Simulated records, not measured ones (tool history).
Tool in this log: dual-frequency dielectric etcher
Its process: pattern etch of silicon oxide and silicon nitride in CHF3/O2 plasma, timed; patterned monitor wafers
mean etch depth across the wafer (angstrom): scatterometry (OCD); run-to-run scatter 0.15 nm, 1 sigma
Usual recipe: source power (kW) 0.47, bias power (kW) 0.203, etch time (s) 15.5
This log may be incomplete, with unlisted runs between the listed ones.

run	hour	source power (kW)	bias power (kW)	etch time (s)	wafers since the last listed run	hours since the last wet clean	hours since the last source power generator calibration	hours since the last bias power generator calibration	hours since the last upper electrode change	hours since the gauge calibration	read-back reference wafer on the same gauge, depth_nm	mean etch depth across the wafer (angstrom)
1	0	0.51	0.192	15.5	0	338.8	4039.9	1380.6	4302.5	177.8	18.37	221.5
2	15	0.51	0.192	15.5	221	353.8	4054.9	1395.6	4317.5	192.8	18.4	221.6
3	32.8	0.47	0.203	15.5	263	371.6	4072.7	1413.4	4335.3	210.6	18.43	223.5
4	45.7	0.41	0.203	16.5	190	384.5	4085.6	1426.3	4348.2	223.5	18.36	228.7
5	59.5	0.41	0.203	16.5	204	398.3	4099.4	1440.1	4362	237.3	18.43	230.7
6	66.3	0.4	0.203	15.5	100	405.1	4106.2	1446.9	4368.8	244.1	18.44	215
7	74.3	0.4	0.203	15.5	118	413.1	4114.2	1454.9	4376.8	252.1	18.42	213.8
8	84.9	0.4	0.203	15.5	156	423.7	4124.8	1465.5	4387.4	262.7	18.42	216.6
# hour 96.3: bias power generator calibrated
9	96.8	0.53	0.203	15.5	116	435.6	4136.7	0.5	4399.3	274.6	18.4	232
10	101.2	0.53	0.203	15.5	65	440	4141.1	4.9	4403.7	279	18.39	233.2
11	116.1	0.47	0.203	15.5	220	454.9	4156	19.8	4418.6	293.9	18.43	224.5
12	127.4	0.47	0.203	15.5	167	466.2	4167.3	31.1	4429.9	305.2	18.37	226.3
13	136.9	0.47	0.236	15.5	140	475.7	4176.8	40.6	4439.4	314.7	18.38	244.9
14	145.5	0.47	0.203	15.5	127	484.3	4185.4	49.2	4448	323.3	18.39	226.4
# hour 173: upper electrode replaced
15	173.5	0.51	0.192	15.5	59	512.3	4213.4	77.2	0.5	351.3	18.42	223
# hour 173.8: gauge calibrated
16	173.8	0.47	0.227	15.5	4	512.6	4213.7	77.5	0.8	0	18.39	241.6
17	174.1	0.57	0.222	19.5	4	512.9	4214	77.8	1.1	0.3	18.41	312.8
18	183.6	0.57	0.183	15.5	140	522.4	4223.5	87.3	10.6	9.8	18.41	224.9
19	193.2	0.36	0.173	12.5	141	532	4233.1	96.9	20.2	19.4	18.4	153.8
20	209	0.38	0.177	17	233	547.8	4248.9	112.7	36	35.2	18.4	216.9
# hour 251.1: wet clean of the chamber
21	251.6	0.4	0.203	18	275	0.5	4291.5	155.3	78.6	77.8	18.4	241.8
# hour 256: source power generator calibrated
22	265.3	0.47	0.203	15.5	143	14.2	9.3	169	92.3	91.5	18.42	217.6
23	281.3	0.4	0.203	15.5	236	30.2	25.3	185	108.3	107.5	18.41	208
24	295.9	0.4	0.203	15.5	215	44.8	39.9	199.6	122.9	122.1	18.42	209.4
25	310.2	0.57	0.222	18	211	59.1	54.2	213.9	137.2	136.4	18.38	280.3
26	317.6	0.47	0.203	15.5	109	66.5	61.6	221.3	144.6	143.8	18.44	214.9
27	329.5	0.47	0.187	16.5	175	78.4	73.5	233.2	156.5	155.7	18.42	220.9
28	336.4	0.47	0.203	20	102	85.3	80.4	240.1	163.4	162.6	18.41	286.3
29	349.5	0.51	0.171	18.5	193	98.4	93.5	253.2	176.5	175.7	18.41	242.7

Forecast each of these 5 alternatives for the next run:
A	349.9	0.47	0.203	15.5	5	98.8	93.9	253.6	176.9	176.1	?	?
B	349.9	0.52	0.203	15.5	5	98.8	93.9	253.6	176.9	176.1	?	?
C	349.9	0.51	0.203	13	5	98.8	93.9	253.6	176.9	176.1	?	?
D	349.9	0.47	0.244	15.5	5	98.8	93.9	253.6	176.9	176.1	?	?
E	349.9	0.51	0.247	13	5	98.8	93.9	253.6	176.9	176.1	?	?

run	read-back reference wafer on the same gauge, depth_nm	mean etch depth across the wafer (angstrom)
A	18.4	218.5
B	18.4	224.8
C	18.4	187.5
D	18.4	240.5
E	18.4	207.6
With the hidden condition removed and each run's random variation left untouched, the same runs would have given:
run	mean etch depth across the wafer (angstrom)
A	217.7
B	224
C	186.8
D	239.7
E	206.9
